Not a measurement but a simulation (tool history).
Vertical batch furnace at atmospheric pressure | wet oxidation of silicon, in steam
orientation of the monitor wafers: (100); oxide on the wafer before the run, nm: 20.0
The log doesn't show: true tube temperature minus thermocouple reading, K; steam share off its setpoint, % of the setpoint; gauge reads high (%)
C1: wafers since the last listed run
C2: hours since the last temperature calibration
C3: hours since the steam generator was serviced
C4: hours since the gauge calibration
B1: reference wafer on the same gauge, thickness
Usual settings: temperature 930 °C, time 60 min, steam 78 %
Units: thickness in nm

run 1 hour=0 | temperature=930 time=60 steam=78 | C1=0 C2=1752.7 C3=1811.6 C4=936.7 | B1=188.06 | thickness=200.8
run 2 hour=86.9 | temperature=930 time=60 steam=78 | C1=682 C2=1839.6 C3=1898.5 C4=1023.6 | B1=187.96 | thickness=201.78
run 3 hour=172.5 | temperature=930 time=60 steam=78 | C1=672 C2=1925.2 C3=1984.1 C4=1109.2 | B1=187.9 | thickness=202.06
run 4 hour=356.5 | temperature=930 time=60 steam=78 | C1=1444 C2=2109.2 C3=2168.1 C4=1293.2 | B1=188.16 | thickness=201.01
run 5 hour=413.9 | temperature=930 time=60 steam=78 | C1=450 C2=2166.6 C3=2225.5 C4=1350.6 | B1=188.07 | thickness=201.4
run 6 hour=502.3 | temperature=930 time=60 steam=78 | C1=694 C2=2255 C3=2313.9 C4=1439 | B1=188.08 | thickness=201.84
run 7 hour=539 | temperature=930 time=60 steam=78 | C1=288 C2=2291.7 C3=2350.6 C4=1475.7 | B1=187.87 | thickness=201.01
run 8 hour=595.5 | temperature=930 time=60 steam=78 | C1=443 C2=2348.2 C3=2407.1 C4=1532.2 | B1=187.92 | thickness=201.8
run 9 hour=682.8 | temperature=930 time=60 steam=78 | C1=685 C2=2435.5 C3=2494.4 C4=1619.5 | B1=187.96 | thickness=201.84
run 10 hour=745.2 | temperature=930 time=60 steam=78 | C1=490 C2=2497.9 C3=2556.8 C4=1681.9 | B1=187.98 | thickness=201.21
run 11 hour=794.7 | temperature=930 time=60 steam=78 | C1=388 C2=2547.4 C3=2606.3 C4=1731.4 | B1=187.94 | thickness=202.54
run 12 hour=850.4 | temperature=930 time=60 steam=78 | C1=437 C2=2603.1 C3=2662 C4=1787.1 | B1=188.1 | thickness=201.51
-- hour=909.7 steam generator serviced
run 13 hour=936.7 | temperature=944 time=60 steam=78 | C1=489 C2=2689.4 C3=27 C4=1873.4 | B1=187.96 | thickness=230.56
run 14 hour=980.5 | temperature=930 time=49 steam=73 | C1=343 C2=2733.2 C3=70.8 C4=1917.2 | B1=188.08 | thickness=163.65
run 15 hour=1043 | temperature=930 time=49 steam=73 | C1=490 C2=2795.7 C3=133.3 C4=1979.7 | B1=187.95 | thickness=163.43
run 16 hour=1100.6 | temperature=914 time=34.5 steam=78 | C1=452 C2=2853.3 C3=190.9 C4=2037.3 | B1=188.09 | thickness=112.15
run 17 hour=1167.2 | temperature=942 time=46 steam=88 | C1=522 C2=2919.9 C3=257.5 C4=2103.9 | B1=188.1 | thickness=201.97

The next listed run, before its measurement:
run 18 hour=1209.2 | temperature=930 time=60 steam=78 | C1=329 C2=2961.9 C3=299.5 C4=2145.9 | B1=? | thickness=?

Run 18 gave B1 188.02, thickness 201.46 nm.
Without the tool's hidden state the same run would have given thickness 198.27 nm.
